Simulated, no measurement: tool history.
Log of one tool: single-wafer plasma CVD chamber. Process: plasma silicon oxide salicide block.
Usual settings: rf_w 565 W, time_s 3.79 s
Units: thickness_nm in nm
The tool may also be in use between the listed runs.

run   hour  rf_w  time_s  read-back reference wafer on the same gauge, thickness_nm  thickness_nm
  1    0.0   565    4.00                                                     31.220        39.031
  2   12.7   565    4.00                                                     31.202        39.073
  3   35.0   490    3.79                                                     31.189        35.842
  4   60.2   565    4.25                                                     31.161        41.489
  5   83.8   565    4.25                                                     31.209        41.483
  6   96.2   565    4.25                                                     31.185        41.372
  7  123.8   565    4.33                                                     31.219        42.270
  8  155.0   565    4.33                                                     31.209        42.287
  9  173.0   565    4.33                                                     31.210        42.233
 10  189.5   565    3.79                                                     31.197        36.974
 11  204.0   565    3.79                                                     31.229        36.938
 12  217.2   565    3.79                                                     31.240        36.920
 13  235.5   565    4.27                                                     31.162        41.535
 14  270.8   565    4.27                                                     31.180        41.622
 15  293.2   565    4.27                                                     31.192        41.446
 16  317.7   565    3.79                                                     31.201        37.533
 17  335.3   565    3.79                                                     31.204        37.388
 18  372.7   655    3.79                                                     31.215        38.828
 19  398.5   655    3.79                                                     31.184        38.697
 20  426.4   565    3.79                                                     31.198        37.433
 21  445.0   565    3.79                                                     31.182        37.387
 22  470.9   565    4.33                                                     31.197        43.052
 23  491.9   565    4.47                                                     31.177        44.241
 24  522.7   565    3.79                                                     31.181        37.533
 25  544.4   565    3.79                                                     31.187        37.365
 26  564.9   470    4.08                                                     31.209        38.661
 27  594.6   565    3.79                                                     31.199        37.432
 28  613.3   565    3.79                                                     31.194        37.500
 29  630.8   565    4.50                                                     31.202        44.515
 30  662.5   650    3.20                                                     31.189        32.754
 31  691.0   565    4.49                                                     31.202        44.363
 32  725.0   565    4.11                                                     31.206        40.582
 33  742.4   565    4.11                                                     31.200        40.736
 34  825.4   515    3.16                                                     31.235        30.544
 35  841.2   605    3.79                                                     31.188        38.060
 36  869.3   500    3.15                                                     31.185        30.243
 37  885.7   620    4.33                                                     31.163        43.703
 38  905.1   565    3.79                                                     31.228        37.373
 39  929.2   475    3.79                                                     31.176        35.969
 40  957.9   595    4.09                                                     31.193        40.819
 41  982.2   515    4.54                                                     31.199        43.929

Not shown: 3 entries that the log had between the listed runs. Between which runs, and how does the tool's hidden state differ before and after?
Between runs 15 and 16: RF generator calibrated (hour 317.2)
  delivered RF power above the setpoint (%): -7.49 -> -0.346
  measured less the result without the state, thickness_nm: -0.747 -> -0.030 nm
Between runs 26 and 27: gauge calibrated (hour 573.8)
  delivered RF power above the setpoint (%): -0.504 -> -0.544
  measured less the result without the state, thickness_nm: -0.045 -> -0.047 nm
Between runs 31 and 32: showerhead replaced (hour 724.5)
  delivered RF power above the setpoint (%): -0.706 -> -0.775
  measured less the result without the state, thickness_nm: -0.073 -> -0.073 nm

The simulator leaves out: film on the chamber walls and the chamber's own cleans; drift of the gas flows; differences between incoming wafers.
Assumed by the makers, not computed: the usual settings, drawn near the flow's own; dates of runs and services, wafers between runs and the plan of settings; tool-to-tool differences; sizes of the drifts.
